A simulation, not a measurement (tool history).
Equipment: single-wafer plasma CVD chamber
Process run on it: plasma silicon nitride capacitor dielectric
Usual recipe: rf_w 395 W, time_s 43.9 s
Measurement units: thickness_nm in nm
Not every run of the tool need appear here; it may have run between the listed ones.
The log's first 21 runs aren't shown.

run,hour,rf_w,time_s,wafers since the last listed run,hours since the last RF generator calibration,hours since the showerhead was replaced,hours since the gauge calibration,"read-back reference wafer on the same gauge, thickness_nm",thickness_nm
22,561.3,395,49.3,507,1266.9,287,113.6,56.259,69.213
23,588.4,470,43.9,743,1294,314.1,140.7,56.366,66.909
24,616.9,395,36.7,782,1322.5,342.6,169.2,56.34,51.426
25,648.5,395,36.7,867,1354.1,374.2,200.8,56.407,51.766
26,684.1,455,50.6,976,1389.7,409.8,236.4,56.396,75.615
# hour 710.5: RF generator calibrated
27,710.8,465,36.1,513,0.3,436.5,263.1,56.281,56.79
28,732.9,395,43.9,606,22.4,458.6,285.2,56.527,63.901
29,756.2,395,43.9,639,45.7,481.9,308.5,56.349,63.776
30,778.3,350,43.9,606,67.8,504,330.6,56.418,59.896
31,808.1,445,37.7,817,97.6,533.8,360.4,56.455,57.577
32,900.7,475,43.9,2541,190.2,626.4,453,56.333,69.11

Predict each of these 4 candidate next runs independently; none follows another, all start after run 32:
A,901.1,325,43.9,10,190.6,626.8,453.4,?,?
B,901.1,335,43.9,10,190.6,626.8,453.4,?,?
C,901.1,340,49.7,10,190.6,626.8,453.4,?,?
D,901.1,440,40.4,10,190.6,626.8,453.4,?,?

run,"read-back reference wafer on the same gauge, thickness_nm",thickness_nm
A,56.434,56.888
B,56.434,57.913
C,56.434,66.126
D,56.434,61.442
What these runs would have given with no unlogged condition in the tool:
run,thickness_nm
A,57.294
B,58.326
C,66.599
D,61.881
